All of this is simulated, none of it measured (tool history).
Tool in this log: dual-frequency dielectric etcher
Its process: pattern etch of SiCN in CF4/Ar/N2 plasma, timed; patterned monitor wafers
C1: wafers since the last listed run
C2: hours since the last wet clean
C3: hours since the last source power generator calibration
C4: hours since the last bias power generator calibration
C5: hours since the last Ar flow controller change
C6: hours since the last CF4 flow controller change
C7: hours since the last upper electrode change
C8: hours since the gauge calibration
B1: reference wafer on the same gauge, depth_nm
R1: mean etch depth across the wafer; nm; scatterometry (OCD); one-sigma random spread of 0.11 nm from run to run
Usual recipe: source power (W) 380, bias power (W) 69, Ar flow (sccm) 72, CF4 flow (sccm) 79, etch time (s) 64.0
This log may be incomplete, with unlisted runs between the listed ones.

run 1 hour=0.0 | source_power_(W)=410 bias_power_(W)=69 Ar_flow_(sccm)=78 CF4_flow_(sccm)=79 etch_time_(s)=64.0 | C1=0 C2=255.4 C3=61.6 C4=4884.8 C5=2517.1 C6=1561.2 C7=4859.0 C8=1604.7 | B1=48.41 | R1=54.57
run 2 hour=38.9 | source_power_(W)=410 bias_power_(W)=69 Ar_flow_(sccm)=78 CF4_flow_(sccm)=79 etch_time_(s)=64.0 | C1=554 C2=294.3 C3=100.5 C4=4923.7 C5=2556.0 C6=1600.1 C7=4897.9 C8=1643.6 | B1=48.40 | R1=54.65
run 3 hour=67.1 | source_power_(W)=410 bias_power_(W)=69 Ar_flow_(sccm)=78 CF4_flow_(sccm)=79 etch_time_(s)=64.0 | C1=402 C2=322.5 C3=128.7 C4=4951.9 C5=2584.2 C6=1628.3 C7=4926.1 C8=1671.8 | B1=48.42 | R1=54.74
run 4 hour=133.2 | source_power_(W)=380 bias_power_(W)=69 Ar_flow_(sccm)=72 CF4_flow_(sccm)=64 etch_time_(s)=64.0 | C1=943 C2=388.6 C3=194.8 C4=5018.0 C5=2650.3 C6=1694.4 C7=4992.2 C8=1737.9 | B1=48.40 | R1=50.38
run 5 hour=167.2 | source_power_(W)=380 bias_power_(W)=54 Ar_flow_(sccm)=72 CF4_flow_(sccm)=68 etch_time_(s)=69.5 | C1=485 C2=422.6 C3=228.8 C4=5052.0 C5=2684.3 C6=1728.4 C7=5026.2 C8=1771.9 | B1=48.41 | R1=52.44
run 6 hour=211.2 | source_power_(W)=380 bias_power_(W)=62 Ar_flow_(sccm)=65 CF4_flow_(sccm)=79 etch_time_(s)=64.0 | C1=627 C2=466.6 C3=272.8 C4=5096.0 C5=2728.3 C6=1772.4 C7=5070.2 C8=1815.9 | B1=48.38 | R1=51.45
run 7 hour=242.1 | source_power_(W)=380 bias_power_(W)=69 Ar_flow_(sccm)=72 CF4_flow_(sccm)=79 etch_time_(s)=64.0 | C1=440 C2=497.5 C3=303.7 C4=5126.9 C5=2759.2 C6=1803.3 C7=5101.1 C8=1846.8 | B1=48.41 | R1=52.18
run 8 hour=272.3 | source_power_(W)=380 bias_power_(W)=63 Ar_flow_(sccm)=72 CF4_flow_(sccm)=60 etch_time_(s)=64.0 | C1=430 C2=527.7 C3=333.9 C4=5157.1 C5=2789.4 C6=1833.5 C7=5131.3 C8=1877.0 | B1=48.42 | R1=49.15
-- hour=277.1 gauge calibrated
-- hour=301.2 wet clean of the chamber
-- hour=303.4 CF4 flow controller replaced
run 9 hour=320.5 | source_power_(W)=460 bias_power_(W)=69 Ar_flow_(sccm)=61 CF4_flow_(sccm)=79 etch_time_(s)=64.0 | C1=314 C2=19.3 C3=382.1 C4=5205.3 C5=2837.6 C6=17.1 C7=5179.5 C8=43.4 | B1=48.41 | R1=61.32
-- hour=337.4 Ar flow controller replaced
run 10 hour=362.8 | source_power_(W)=380 bias_power_(W)=63 Ar_flow_(sccm)=72 CF4_flow_(sccm)=94 etch_time_(s)=58.5 | C1=517 C2=61.6 C3=424.4 C4=5247.6 C5=25.4 C6=59.4 C7=5221.8 C8=85.7 | B1=48.39 | R1=46.55
run 11 hour=392.2 | source_power_(W)=380 bias_power_(W)=69 Ar_flow_(sccm)=72 CF4_flow_(sccm)=79 etch_time_(s)=64.0 | C1=419 C2=91.0 C3=453.8 C4=5277.0 C5=54.8 C6=88.8 C7=5251.2 C8=115.1 | B1=48.40 | R1=50.91
run 12 hour=447.3 | source_power_(W)=380 bias_power_(W)=69 Ar_flow_(sccm)=86 CF4_flow_(sccm)=79 etch_time_(s)=64.0 | C1=786 C2=146.1 C3=508.9 C4=5332.1 C5=109.9 C6=143.9 C7=5306.3 C8=170.2 | B1=48.39 | R1=50.21
-- hour=471.9 upper electrode replaced
run 13 hour=498.4 | source_power_(W)=380 bias_power_(W)=69 Ar_flow_(sccm)=72 CF4_flow_(sccm)=79 etch_time_(s)=64.0 | C1=386 C2=197.2 C3=560.0 C4=5383.2 C5=161.0 C6=195.0 C7=26.5 C8=221.3 | B1=48.42 | R1=51.44
-- hour=544.4 bias power generator calibrated
run 14 hour=547.6 | source_power_(W)=470 bias_power_(W)=63 Ar_flow_(sccm)=72 CF4_flow_(sccm)=66 etch_time_(s)=54.5 | C1=644 C2=246.4 C3=609.2 C4=3.2 C5=210.2 C6=244.2 C7=75.7 C8=270.5 | B1=48.43 | R1=50.56
run 15 hour=613.5 | source_power_(W)=380 bias_power_(W)=80 Ar_flow_(sccm)=72 CF4_flow_(sccm)=79 etch_time_(s)=64.0 | C1=940 C2=312.3 C3=675.1 C4=69.1 C5=276.1 C6=310.1 C7=141.6 C8=336.4 | B1=48.39 | R1=53.36
run 16 hour=673.3 | source_power_(W)=410 bias_power_(W)=69 Ar_flow_(sccm)=78 CF4_flow_(sccm)=79 etch_time_(s)=64.0 | C1=853 C2=372.1 C3=734.9 C4=128.9 C5=335.9 C6=369.9 C7=201.4 C8=396.2 | B1=48.41 | R1=54.96
-- hour=742.4 wet clean of the chamber
run 17 hour=742.9 | source_power_(W)=380 bias_power_(W)=69 Ar_flow_(sccm)=72 CF4_flow_(sccm)=79 etch_time_(s)=64.0 | C1=650 C2=0.5 C3=804.5 C4=198.5 C5=405.5 C6=439.5 C7=271.0 C8=465.8 | B1=48.41 | R1=50.89
run 18 hour=778.5 | source_power_(W)=380 bias_power_(W)=69 Ar_flow_(sccm)=72 CF4_flow_(sccm)=79 etch_time_(s)=64.0 | C1=507 C2=36.1 C3=840.1 C4=234.1 C5=441.1 C6=475.1 C7=306.6 C8=501.4 | B1=48.39 | R1=50.81

Run 19 comes next. What will it give?
run 19 hour=848.1 | source_power_(W)=380 bias_power_(W)=82 Ar_flow_(sccm)=72 CF4_flow_(sccm)=79 etch_time_(s)=73.5 | C1=992 C2=105.7 C3=909.7 C4=303.7 C5=510.7 C6=544.7 C7=376.2 C8=571.0 | B1=? | R1=?

B1: 48.38
R1: 61.04 nm
On a tool with no hidden condition, and with the same random variation, this run would have come out at R1 60.54 nm.
